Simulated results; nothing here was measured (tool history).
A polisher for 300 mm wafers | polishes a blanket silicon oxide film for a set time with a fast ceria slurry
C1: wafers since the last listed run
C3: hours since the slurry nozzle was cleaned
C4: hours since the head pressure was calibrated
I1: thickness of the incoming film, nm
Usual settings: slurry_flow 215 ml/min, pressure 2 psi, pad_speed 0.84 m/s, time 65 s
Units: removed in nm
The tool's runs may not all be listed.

run 1 hour=0 | slurry_flow=215 pressure=1.6 pad_speed=0.84 time=65 | C1=0 wafers_polished_on_this_pad=672 C3=222.5 C4=228.7 | I1=3006.4 | removed=399.6
run 2 hour=13 | slurry_flow=215 pressure=2.2 pad_speed=0.84 time=65 | C1=98 wafers_polished_on_this_pad=770 C3=235.5 C4=241.7 | I1=2927.9 | removed=536.5
run 3 hour=45 | slurry_flow=215 pressure=2.2 pad_speed=0.84 time=65 | C1=243 wafers_polished_on_this_pad=1014 C3=267.5 C4=273.7 | I1=2915.4 | removed=539.1
run 4 hour=79.7 | slurry_flow=215 pressure=2.2 pad_speed=0.84 time=65 | C1=264 wafers_polished_on_this_pad=1278 C3=302.2 C4=308.4 | I1=2962.8 | removed=531.9
run 5 hour=104.6 | slurry_flow=215 pressure=2 pad_speed=0.84 time=65 | C1=189 wafers_polished_on_this_pad=1468 C3=327.1 C4=333.3 | I1=2985.7 | removed=493.8
-- hour=113.2 worn pad replaced by a new one
run 6 hour=125.9 | slurry_flow=215 pressure=2 pad_speed=0.84 time=65 | C1=131 wafers_polished_on_this_pad=96 C3=348.4 C4=354.6 | I1=2999.9 | removed=487.3
run 7 hour=161 | slurry_flow=215 pressure=2 pad_speed=0.84 time=65 | C1=267 wafers_polished_on_this_pad=363 C3=383.5 C4=389.7 | I1=2978.8 | removed=482.4
run 8 hour=186.9 | slurry_flow=215 pressure=2 pad_speed=0.84 time=65 | C1=197 wafers_polished_on_this_pad=560 C3=409.4 C4=415.6 | I1=2932.4 | removed=480.4
run 9 hour=221.5 | slurry_flow=215 pressure=1.6 pad_speed=0.64 time=65 | C1=263 wafers_polished_on_this_pad=824 C3=444 C4=450.2 | I1=3014.5 | removed=306.1
run 10 hour=245.9 | slurry_flow=215 pressure=2 pad_speed=0.84 time=65 | C1=185 wafers_polished_on_this_pad=1009 C3=468.4 C4=474.6 | I1=2956.3 | removed=474.8
run 11 hour=261.6 | slurry_flow=215 pressure=2 pad_speed=0.84 time=65 | C1=119 wafers_polished_on_this_pad=1129 C3=484.1 C4=490.3 | I1=2996.6 | removed=460.6
run 12 hour=286.7 | slurry_flow=215 pressure=2 pad_speed=0.84 time=65 | C1=191 wafers_polished_on_this_pad=1320 C3=509.2 C4=515.4 | I1=3013.6 | removed=463.6
run 13 hour=313.1 | slurry_flow=250 pressure=2.5 pad_speed=0.84 time=65 | C1=200 wafers_polished_on_this_pad=1521 C3=535.6 C4=541.8 | I1=2965.9 | removed=608.7
-- hour=318 worn pad replaced by a new one, of another model than before
run 14 hour=330.1 | slurry_flow=250 pressure=2.5 pad_speed=0.84 time=65 | C1=98 wafers_polished_on_this_pad=92 C3=552.6 C4=558.8 | I1=2996.1 | removed=588.2
run 15 hour=356 | slurry_flow=215 pressure=1.4 pad_speed=0.92 time=52 | C1=197 wafers_polished_on_this_pad=289 C3=578.5 C4=584.7 | I1=2939.1 | removed=335
-- hour=369 slurry nozzle cleaned
run 16 hour=388.8 | slurry_flow=265 pressure=1.5 pad_speed=0.74 time=45 | C1=242 wafers_polished_on_this_pad=531 C3=19.8 C4=617.5 | I1=2931.7 | removed=281.5
run 17 hour=407.3 | slurry_flow=215 pressure=2 pad_speed=0.84 time=65 | C1=140 wafers_polished_on_this_pad=672 C3=38.3 C4=636 | I1=2983.8 | removed=523.9
run 18 hour=434.1 | slurry_flow=250 pressure=2 pad_speed=0.64 time=65 | C1=203 wafers_polished_on_this_pad=876 C3=65.1 C4=662.8 | I1=2967.7 | removed=453.2
run 19 hour=460.7 | slurry_flow=215 pressure=2 pad_speed=0.84 time=65 | C1=202 wafers_polished_on_this_pad=1078 C3=91.7 C4=689.4 | I1=3008.9 | removed=521.4
run 20 hour=484.1 | slurry_flow=215 pressure=2 pad_speed=0.84 time=65 | C1=178 wafers_polished_on_this_pad=1256 C3=115.1 C4=712.8 | I1=2960.2 | removed=509.3
run 21 hour=501.9 | slurry_flow=215 pressure=2 pad_speed=0.84 time=65 | C1=135 wafers_polished_on_this_pad=1392 C3=132.9 C4=730.6 | I1=2998 | removed=511.3
-- hour=529.3 worn pad replaced by a new one
run 22 hour=529.8 | slurry_flow=250 pressure=2.5 pad_speed=0.84 time=65 | C1=181 wafers_polished_on_this_pad=3 C3=160.8 C4=758.5 | I1=2961.4 | removed=599.2
run 23 hour=550.8 | slurry_flow=245 pressure=2 pad_speed=0.76 time=73 | C1=159 wafers_polished_on_this_pad=163 C3=181.8 C4=779.5 | I1=2973.1 | removed=547.5
run 24 hour=579 | slurry_flow=240 pressure=2 pad_speed=0.72 time=82 | C1=214 wafers_polished_on_this_pad=378 C3=210 C4=807.7 | I1=3023.3 | removed=607.8
run 25 hour=604.9 | slurry_flow=215 pressure=2 pad_speed=0.84 time=65 | C1=197 wafers_polished_on_this_pad=575 C3=235.9 C4=833.6 | I1=2954.8 | removed=504.8
-- hour=607.9 head pressure recalibrated
run 26 hour=640.7 | slurry_flow=215 pressure=2 pad_speed=1 time=65 | C1=257 wafers_polished_on_this_pad=832 C3=271.7 C4=32.8 | I1=2971.5 | removed=572.8
run 27 hour=668.6 | slurry_flow=215 pressure=2 pad_speed=0.84 time=48 | C1=212 wafers_polished_on_this_pad=1045 C3=299.6 C4=60.7 | I1=2974.3 | removed=372.5
run 28 hour=693 | slurry_flow=195 pressure=1.5 pad_speed=0.84 time=65 | C1=185 wafers_polished_on_this_pad=1230 C3=324 C4=85.1 | I1=3008.6 | removed=419.6
run 29 hour=724.2 | slurry_flow=215 pressure=2 pad_speed=0.74 time=73 | C1=237 wafers_polished_on_this_pad=1468 C3=355.2 C4=116.3 | I1=2973 | removed=530.6
run 30 hour=758.8 | slurry_flow=215 pressure=2 pad_speed=0.84 time=65 | C1=263 wafers_polished_on_this_pad=1731 C3=389.8 C4=150.9 | I1=3008.4 | removed=500
-- hour=780.6 worn pad replaced by a new one
run 31 hour=791.5 | slurry_flow=215 pressure=2 pad_speed=0.84 time=65 | C1=218 wafers_polished_on_this_pad=82 C3=422.5 C4=183.6 | I1=2943.1 | removed=490.7
run 32 hour=818.6 | slurry_flow=215 pressure=2 pad_speed=0.84 time=65 | C1=206 wafers_polished_on_this_pad=289 C3=449.6 C4=210.7 | I1=2975.3 | removed=494.2
run 33 hour=844.8 | slurry_flow=235 pressure=2.2 pad_speed=0.84 time=75 | C1=199 wafers_polished_on_this_pad=488 C3=475.8 C4=236.9 | I1=2915.4 | removed=615.1
run 34 hour=871.4 | slurry_flow=215 pressure=2 pad_speed=0.84 time=45 | C1=202 wafers_polished_on_this_pad=690 C3=502.4 C4=263.5 | I1=2930.8 | removed=347.6
run 35 hour=900.8 | slurry_flow=215 pressure=1.5 pad_speed=0.84 time=65 | C1=223 wafers_polished_on_this_pad=914 C3=531.8 C4=292.9 | I1=2992.1 | removed=409.9
run 36 hour=930.5 | slurry_flow=170 pressure=2.5 pad_speed=0.58 time=45 | C1=226 wafers_polished_on_this_pad=1140 C3=561.5 C4=322.6 | I1=3011.3 | removed=321.2

What the log doesn't show, run by run:
removal rate lost through wear of the pad, %: 0 in every run
deviation of the head's pressure from its setpoint, %: 0 in every run
H1: slurry flow missing at the pad, %
run=1 H1=20.7
run=2 H1=21.5
run=3 H1=23.6
run=4 H1=25.7
run=5 H1=27.3
run=6 H1=28.6
run=7 H1=30.9
run=8 H1=32.5
run=9 H1=34.7
run=10 H1=36.2
run=11 H1=37.2
run=12 H1=38.8
run=13 H1=40.4
run=14 H1=41.5
run=15 H1=43.1
run=16 H1=2.78
run=17 H1=3.94
run=18 H1=5.62
run=19 H1=7.3
run=20 H1=8.77
run=21 H1=9.89
run=22 H1=11.6
run=23 H1=13
run=24 H1=14.7
run=25 H1=16.4
run=26 H1=18.6
run=27 H1=20.4
run=28 H1=21.9
run=29 H1=23.9
run=30 H1=26
run=31 H1=28.1
run=32 H1=29.8
run=33 H1=31.4
run=34 H1=33.1
run=35 H1=35
run=36 H1=36.8

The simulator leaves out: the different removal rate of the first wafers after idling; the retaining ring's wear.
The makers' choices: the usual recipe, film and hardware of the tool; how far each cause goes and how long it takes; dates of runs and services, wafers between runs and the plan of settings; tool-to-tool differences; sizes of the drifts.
